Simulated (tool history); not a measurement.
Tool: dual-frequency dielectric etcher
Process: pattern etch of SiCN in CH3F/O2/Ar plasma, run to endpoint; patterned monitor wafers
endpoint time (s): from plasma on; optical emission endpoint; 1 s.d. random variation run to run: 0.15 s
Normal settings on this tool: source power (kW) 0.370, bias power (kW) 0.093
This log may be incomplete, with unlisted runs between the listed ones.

run	day	source power (kW)	bias power (kW)	wafers since the last listed run	hours since the last wet clean	hours since the last source power generator calibration	hours since the last bias power generator calibration	hours since the last upper electrode change	incoming incoming film thickness, nm	endpoint time (s)
1	0.000	0.370	0.093	0	239.6	1509.7	1764.0	1880.6	9.22	23.7
2	1.050	0.370	0.098	245	264.8	1534.9	1789.2	1905.8	9.17	23.5
3	3.588	0.370	0.093	593	325.7	1595.8	1850.1	1966.7	9.19	24.5
4	5.158	0.350	0.075	367	363.4	1633.5	1887.8	2004.4	9.35	27.6
# day 6.871: wet clean of the chamber
5	7.346	0.350	0.075	277	11.4	1686.0	1940.3	2056.9	9.24	26.0
6	10.262	0.400	0.093	682	81.4	1756.0	2010.3	2126.9	9.24	22.2
7	13.108	0.400	0.093	666	149.7	1824.3	2078.6	2195.2	9.23	22.6
8	15.025	0.370	0.093	448	195.7	1870.3	2124.6	2241.2	9.10	23.6
9	16.533	0.390	0.093	353	231.9	1906.5	2160.8	2277.4	9.23	23.1
10	17.829	0.390	0.093	303	263.0	1937.6	2191.9	2308.5	9.23	23.3
11	18.883	0.370	0.093	246	288.3	1962.9	2217.2	2333.8	9.20	24.1
12	20.292	0.370	0.093	329	322.1	1996.7	2251.0	2367.6	9.24	24.1
13	22.079	0.370	0.093	418	365.0	2039.6	2293.9	2410.5	9.18	24.3
# day 23.500: wet clean of the chamber
14	23.533	0.370	0.093	106	0.8	2074.5	2328.8	2445.4	9.13	22.7
15	24.562	0.370	0.093	240	25.5	2099.2	2353.5	2470.1	9.28	22.9
16	26.467	0.370	0.093	445	71.2	2144.9	2399.2	2515.8	9.20	23.2
# day 28.483: upper electrode replaced
# day 29.162: source power generator calibrated
17	29.462	0.370	0.093	428	143.1	7.2	2471.1	23.5	9.18	23.5
18	31.208	0.370	0.093	408	185.0	49.1	2513.0	65.4	9.25	23.7
19	34.179	0.310	0.083	695	256.3	120.4	2584.3	136.7	9.22	27.2
# day 36.654: wet clean of the chamber
20	36.675	0.370	0.093	350	0.5	180.3	2644.2	196.6	9.18	22.7
21	38.583	0.370	0.070	446	46.3	226.1	2690.0	242.4	9.23	25.3
22	40.379	0.280	0.078	420	89.4	269.2	2733.1	285.5	9.22	28.7
23	43.238	0.370	0.093	669	158.0	337.8	2801.7	354.1	9.23	23.5
24	44.575	0.320	0.073	313	190.1	369.9	2833.8	386.2	9.20	27.4
25	46.450	0.430	0.112	438	235.1	414.9	2878.8	431.2	9.19	20.3
# day 47.158: bias power generator calibrated
26	47.612	0.370	0.093	233	263.0	442.8	10.9	459.1	9.19	23.6
27	49.367	0.400	0.074	410	305.1	484.9	53.0	501.2	9.07	24.4
28	50.704	0.370	0.093	313	337.2	517.0	85.1	533.3	9.23	24.2
# day 53.092: wet clean of the chamber
29	53.112	0.370	0.093	329	0.5	574.8	142.9	591.1	9.23	22.6
30	54.508	0.370	0.107	326	34.0	608.3	176.4	624.6	9.26	22.1
31	56.438	0.350	0.083	451	80.3	654.6	222.7	670.9	9.19	24.8
32	59.042	0.400	0.079	609	142.8	717.1	285.2	733.4	9.30	24.3
33	61.650	0.370	0.093	610	205.4	779.7	347.8	796.0	9.21	23.8
34	62.667	0.400	0.103	237	229.8	804.1	372.2	820.4	9.25	22.1
35	64.162	0.410	0.093	350	265.7	840.0	408.1	856.3	9.16	22.3

Each row is a separate what-if for the run after 35, all from the same tool condition, not one after another. Results?
A	64.179	0.370	0.093	3	266.1	840.4	408.5	856.7	9.12	?
B	64.179	0.420	0.093	3	266.1	840.4	408.5	856.7	9.12	?
C	64.179	0.300	0.084	3	266.1	840.4	408.5	856.7	9.12	?
D	64.179	0.440	0.078	3	266.1	840.4	408.5	856.7	9.12	?

run	endpoint time (s)
A	23.6
B	22.1
C	27.4
D	23.0
Without the tool's hidden state the same runs would have given:
run	endpoint time (s)
A	22.7
B	21.3
C	26.4
D	22.2
